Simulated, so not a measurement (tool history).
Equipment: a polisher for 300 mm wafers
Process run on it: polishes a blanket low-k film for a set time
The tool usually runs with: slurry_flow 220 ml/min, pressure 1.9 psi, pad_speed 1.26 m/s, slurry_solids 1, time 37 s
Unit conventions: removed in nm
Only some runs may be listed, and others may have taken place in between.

| run | hour | slurry_flow | pressure | pad_speed | slurry_solids | time | wafers since the last listed run | wafers polished on this pad | hours since the slurry nozzle was cleaned | hours since the head pressure was calibrated | hours since the slurry blender was calibrated | hours since the conditioning disc was replaced | incoming thickness of the incoming film, nm | removed |
|---|---|---|---|---|---|---|---|---|---|---|---|---|---|---|
| 1 | 0 | 220 | 1.9 | 1.26 | 1 | 37 | 0 | 7168 | 579 | 571.6 | 639.3 | 197.6 | 535.6 | 21.2 |
|  | 32.9 | slurry blender recalibrated |
| 2 | 61.7 | 220 | 1.9 | 1.26 | 1 | 37 | 700 | 7868 | 640.7 | 633.3 | 28.8 | 259.3 | 549.7 | 21.1 |
|  | 74.7 | worn pad replaced by a new one |
|  | 82.3 | head pressure recalibrated |
| 3 | 161.7 | 255 | 2.3 | 1.26 | 1.1 | 29 | 1103 | 997 | 740.7 | 79.4 | 128.8 | 359.3 | 536.2 | 21 |
|  | 163.7 | slurry nozzle cleaned |
| 4 | 217.8 | 220 | 1.4 | 1.26 | 1 | 33 | 646 | 1643 | 54.1 | 135.5 | 184.9 | 415.4 | 545.4 | 13.8 |
| 5 | 277.4 | 220 | 1.9 | 1.26 | 1 | 37 | 699 | 2343 | 113.7 | 195.1 | 244.5 | 475 | 540.9 | 20.7 |
| 6 | 350.3 | 260 | 1.9 | 1.26 | 1 | 32 | 855 | 3198 | 186.6 | 268 | 317.4 | 547.9 | 542.5 | 18 |
| 7 | 423.1 | 220 | 2.2 | 1.56 | 1 | 24 | 854 | 4053 | 259.4 | 340.8 | 390.2 | 620.7 | 543.4 | 18 |
| 8 | 486.6 | 190 | 1.7 | 1.38 | 1 | 42 | 745 | 4798 | 322.9 | 404.3 | 453.7 | 684.2 | 535 | 21.6 |
| 9 | 541.6 | 220 | 1.9 | 1.02 | 1 | 25 | 645 | 5443 | 377.9 | 459.3 | 508.7 | 739.2 | 537.5 | 11.6 |
| 10 | 613 | 200 | 1.9 | 1.26 | 0.7 | 33 | 837 | 6281 | 449.3 | 530.7 | 580.1 | 810.6 | 533 | 14.2 |
|  | 659 | conditioning disc replaced and pad reconditioned |
| 11 | 685.4 | 280 | 1.3 | 1.26 | 1 | 37 | 826 | 7108 | 521.7 | 603.1 | 652.5 | 26.4 | 544.2 | 14.9 |
|  | 747.7 | head pressure recalibrated |
| 12 | 775.2 | 220 | 2.5 | 1.26 | 1 | 37 | 1030 | 8138 | 611.5 | 27.5 | 742.3 | 116.2 | 542.1 | 27.8 |
|  | 796.9 | worn pad replaced by a new one |
|  | 828.5 | slurry blender recalibrated |
| 13 | 831.4 | 220 | 1.9 | 1.26 | 1 | 37 | 589 | 381 | 667.7 | 83.7 | 2.9 | 172.4 | 532.6 | 21.1 |
| 14 | 886.9 | 200 | 1.4 | 1.5 | 1 | 49 | 651 | 1032 | 723.2 | 139.2 | 58.4 | 227.9 | 544.5 | 23.3 |
|  | 960.5 | slurry nozzle cleaned |
| 15 | 977.6 | 220 | 1.9 | 1.26 | 1 | 37 | 1052 | 2085 | 17.1 | 229.9 | 149.1 | 318.6 | 538.6 | 21 |
| 16 | 1037.1 | 255 | 1.9 | 1.42 | 1 | 37 | 698 | 2783 | 76.6 | 289.4 | 208.6 | 378.1 | 536.8 | 22.9 |
| 17 | 1094.6 | 220 | 1.9 | 1.26 | 0.9 | 37 | 674 | 3458 | 134.1 | 346.9 | 266.1 | 435.6 | 544.5 | 19.6 |
|  | 1342.8 | conditioning disc replaced and pad reconditioned |
| 18 | 1370.3 | 220 | 1.9 | 1.26 | 1 | 37 | 3212 | 6670 | 409.8 | 622.6 | 541.8 | 27.5 | 542.4 | 20.7 |
| 19 | 1441 | 220 | 2.4 | 1.26 | 1 | 37 | 829 | 7500 | 480.5 | 693.3 | 612.5 | 98.2 | 535.3 | 26.8 |
|  | 1469.3 | worn pad replaced by a new one |
|  | 1536.9 | slurry blender recalibrated |
| 20 | 1537.4 | 220 | 1.9 | 0.9 | 1 | 41 | 1060 | 775 | 576.9 | 789.7 | 0.5 | 194.6 | 537.1 | 17.7 |
|  | 1589.2 | head pressure recalibrated |
| 21 | 1589.7 | 220 | 1.6 | 1.26 | 1 | 37 | 590 | 1365 | 629.2 | 0.5 | 52.8 | 246.9 | 537.4 | 17.4 |
| 22 | 1644 | 220 | 1.9 | 1.26 | 1 | 37 | 637 | 2002 | 683.5 | 54.8 | 107.1 | 301.2 | 539.4 | 20.7 |
| 23 | 1699 | 220 | 1.3 | 1 | 0.8 | 24 | 645 | 2648 | 738.5 | 109.8 | 162.1 | 356.2 | 540.5 | 6.9 |
|  | 1796.7 | slurry nozzle cleaned |
| 24 | 1803.6 | 220 | 1.9 | 1.12 | 1 | 26 | 1215 | 3864 | 6.9 | 214.4 | 266.7 | 460.8 | 537.2 | 13.1 |
| 25 | 1892.1 | 220 | 1.9 | 1.26 | 1 | 37 | 1038 | 4902 | 95.4 | 302.9 | 355.2 | 549.3 | 542.9 | 20.4 |
| 26 | 1933.5 | 280 | 1.9 | 1.26 | 1.2 | 37 | 485 | 5388 | 136.8 | 344.3 | 396.6 | 590.7 | 538.5 | 22.8 |

Alternative continuations, all from the tool just after run 26; predict every row:
| A | 1933.9 | 220 | 1.9 | 1.26 | 0.75 | 37 | 4 | 5393 | 137.2 | 344.7 | 397 | 591.1 | 534 | ? |
| B | 1933.9 | 220 | 1.9 | 0.94 | 1 | 37 | 4 | 5393 | 137.2 | 344.7 | 397 | 591.1 | 534 | ? |
| C | 1933.9 | 265 | 1.4 | 1.26 | 0.75 | 37 | 4 | 5393 | 137.2 | 344.7 | 397 | 591.1 | 534 | ? |

| run | removed |
|---|---|
| A | 17.3 |
| B | 16.4 |
| C | 13.1 |
Take away the tool's hidden state, keep each run's random variation, and the runs would have read:
| run | removed |
|---|---|
| A | 18 |
| B | 16.8 |
| C | 13.5 |

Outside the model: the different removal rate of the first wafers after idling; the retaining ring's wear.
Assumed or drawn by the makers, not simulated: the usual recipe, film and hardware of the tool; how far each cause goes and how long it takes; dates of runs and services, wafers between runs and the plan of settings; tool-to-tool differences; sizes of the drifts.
